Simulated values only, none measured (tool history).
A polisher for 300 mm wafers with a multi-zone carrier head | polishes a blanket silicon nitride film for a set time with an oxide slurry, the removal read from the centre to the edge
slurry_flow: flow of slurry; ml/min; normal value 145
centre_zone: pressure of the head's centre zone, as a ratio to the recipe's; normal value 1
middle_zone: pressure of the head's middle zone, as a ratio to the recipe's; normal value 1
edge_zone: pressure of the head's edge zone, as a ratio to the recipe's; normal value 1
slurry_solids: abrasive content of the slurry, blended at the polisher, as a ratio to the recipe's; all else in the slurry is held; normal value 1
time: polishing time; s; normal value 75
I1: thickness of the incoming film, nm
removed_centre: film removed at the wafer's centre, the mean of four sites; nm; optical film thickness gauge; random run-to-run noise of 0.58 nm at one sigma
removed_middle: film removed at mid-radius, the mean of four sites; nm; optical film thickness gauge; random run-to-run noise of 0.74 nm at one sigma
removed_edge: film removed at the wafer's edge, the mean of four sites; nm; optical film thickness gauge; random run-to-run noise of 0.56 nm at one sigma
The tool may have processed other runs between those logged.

run 1 hour=0 | slurry_flow=145 centre_zone=1 middle_zone=1 edge_zone=1 slurry_solids=1 time=75 | I1=541.7 | removed_centre=52.2 removed_middle=54.8 removed_edge=53.1
run 2 hour=43.5 | slurry_flow=145 centre_zone=1 middle_zone=1 edge_zone=1 slurry_solids=1 time=75 | I1=549 | removed_centre=53.2 removed_middle=52.8 removed_edge=53
-- hour=126.5 centre zone pressure recalibrated
-- hour=154.8 worn pad replaced by a new one
-- hour=314.3 slurry nozzle cleaned
run 3 hour=339.4 | slurry_flow=145 centre_zone=1 middle_zone=1 edge_zone=1 slurry_solids=1 time=75 | I1=548.6 | removed_centre=52.2 removed_middle=52.8 removed_edge=52.8
run 4 hour=423.1 | slurry_flow=145 centre_zone=1 middle_zone=1 edge_zone=1 slurry_solids=1 time=75 | I1=546.1 | removed_centre=52.4 removed_middle=53.5 removed_edge=53.7
-- hour=489 edge zone pressure recalibrated
run 5 hour=492.5 | slurry_flow=145 centre_zone=1 middle_zone=1 edge_zone=1 slurry_solids=1 time=75 | I1=558.4 | removed_centre=52.1 removed_middle=53.4 removed_edge=53.3
run 6 hour=533.5 | slurry_flow=145 centre_zone=1.1 middle_zone=0.95 edge_zone=1 slurry_solids=1 time=75 | I1=542.4 | removed_centre=57.2 removed_middle=51.5 removed_edge=52.4
run 7 hour=571.4 | slurry_flow=160 centre_zone=1 middle_zone=1 edge_zone=1 slurry_solids=0.7 time=65 | I1=550.4 | removed_centre=40.6 removed_middle=40.9 removed_edge=40.2
-- hour=603.3 worn pad replaced by a new one
-- hour=813.9 slurry nozzle cleaned
run 8 hour=817 | slurry_flow=145 centre_zone=1 middle_zone=1 edge_zone=1 slurry_solids=1 time=75 | I1=547.6 | removed_centre=52.7 removed_middle=53.3 removed_edge=53
run 9 hour=901.8 | slurry_flow=145 centre_zone=1 middle_zone=1 edge_zone=1 slurry_solids=1 time=75 | I1=544.5 | removed_centre=53.5 removed_middle=53.7 removed_edge=53.4
run 10 hour=1000.4 | slurry_flow=145 centre_zone=0.92 middle_zone=0.91 edge_zone=0.93 slurry_solids=0.75 time=75 | I1=555.9 | removed_centre=43.8 removed_middle=44.5 removed_edge=46.6
-- hour=1031.6 worn pad replaced by a new one, of another model than before
run 11 hour=1036.4 | slurry_flow=145 centre_zone=1 middle_zone=1 edge_zone=0.89 slurry_solids=1 time=75 | I1=554.6 | removed_centre=53.1 removed_middle=53.7 removed_edge=49.9
run 12 hour=1088.3 | slurry_flow=145 centre_zone=1.1 middle_zone=0.95 edge_zone=1 slurry_solids=1 time=75 | I1=545.9 | removed_centre=55.6 removed_middle=49 removed_edge=52.9
run 13 hour=1167.8 | slurry_flow=145 centre_zone=1 middle_zone=1.06 edge_zone=1 slurry_solids=1 time=96 | I1=546.4 | removed_centre=65.3 removed_middle=70.2 removed_edge=66
-- hour=1213.5 carrier head's membrane replaced by a new one
run 14 hour=1265.9 | slurry_flow=170 centre_zone=1 middle_zone=1.08 edge_zone=1 slurry_solids=1 time=75 | I1=556.8 | removed_centre=51.9 removed_middle=55.2 removed_edge=52.5
-- hour=1273.1 slurry nozzle cleaned
run 15 hour=1320.1 | slurry_flow=145 centre_zone=1 middle_zone=0.92 edge_zone=1 slurry_solids=1 time=84 | I1=545 | removed_centre=59.8 removed_middle=56.5 removed_edge=60.6
run 16 hour=1386.2 | slurry_flow=145 centre_zone=1 middle_zone=1 edge_zone=1 slurry_solids=1 time=75 | I1=558.1 | removed_centre=53 removed_middle=53.2 removed_edge=52.6
run 17 hour=1430.2 | slurry_flow=145 centre_zone=0.9 middle_zone=1 edge_zone=1 slurry_solids=1 time=58 | I1=549.2 | removed_centre=37.1 removed_middle=42.1 removed_edge=41.6
-- hour=1470.4 centre zone pressure recalibrated
-- hour=1507.9 edge zone pressure recalibrated
run 18 hour=1537.9 | slurry_flow=145 centre_zone=1 middle_zone=1 edge_zone=1 slurry_solids=1 time=75 | I1=550.1 | removed_centre=53.1 removed_middle=53.7 removed_edge=52.5
-- hour=1553.4 worn pad replaced by a new one
run 19 hour=1623.8 | slurry_flow=145 centre_zone=1 middle_zone=1 edge_zone=1 slurry_solids=1 time=75 | I1=541.8 | removed_centre=51.1 removed_middle=53.1 removed_edge=52.5
run 20 hour=1676 | slurry_flow=145 centre_zone=1 middle_zone=1 edge_zone=1 slurry_solids=1 time=49 | I1=544.3 | removed_centre=33 removed_middle=34.5 removed_edge=33.5
-- hour=1716 slurry nozzle cleaned
run 21 hour=1740.6 | slurry_flow=145 centre_zone=0.9 middle_zone=1.09 edge_zone=1 slurry_solids=0.75 time=59 | I1=546 | removed_centre=34.7 removed_middle=40.3 removed_edge=37.9
run 22 hour=1777.1 | slurry_flow=145 centre_zone=1 middle_zone=1 edge_zone=1 slurry_solids=1 time=62 | I1=546.3 | removed_centre=44.2 removed_middle=44.7 removed_edge=43.3

Here are 3 independent what-if runs from the current tool condition. What would each one return?
run A hour=1777.5 | slurry_flow=145 centre_zone=1 middle_zone=1 edge_zone=1 slurry_solids=1 time=75 | I1=554.2 | removed_centre=? removed_middle=? removed_edge=?
run B hour=1777.5 | slurry_flow=190 centre_zone=0.9 middle_zone=1 edge_zone=1 slurry_solids=0.85 time=75 | I1=554.2 | removed_centre=? removed_middle=? removed_edge=?
run C hour=1777.5 | slurry_flow=145 centre_zone=1.1 middle_zone=1 edge_zone=1 slurry_solids=1 time=75 | I1=554.2 | removed_centre=? removed_middle=? removed_edge=?

run=A removed_centre=52.3 removed_middle=54.1 removed_edge=52.8
run=B removed_centre=46.6 removed_middle=53.1 removed_edge=51.3
run=C removed_centre=57.4 removed_middle=54.1 removed_edge=52.8
Without the tool's hidden state the same runs would have given:
run=A removed_centre=52.6 removed_middle=54.4 removed_edge=53
run=B removed_centre=46.8 removed_middle=53.3 removed_edge=51.4
run=C removed_centre=57.7 removed_middle=54.4 removed_edge=53
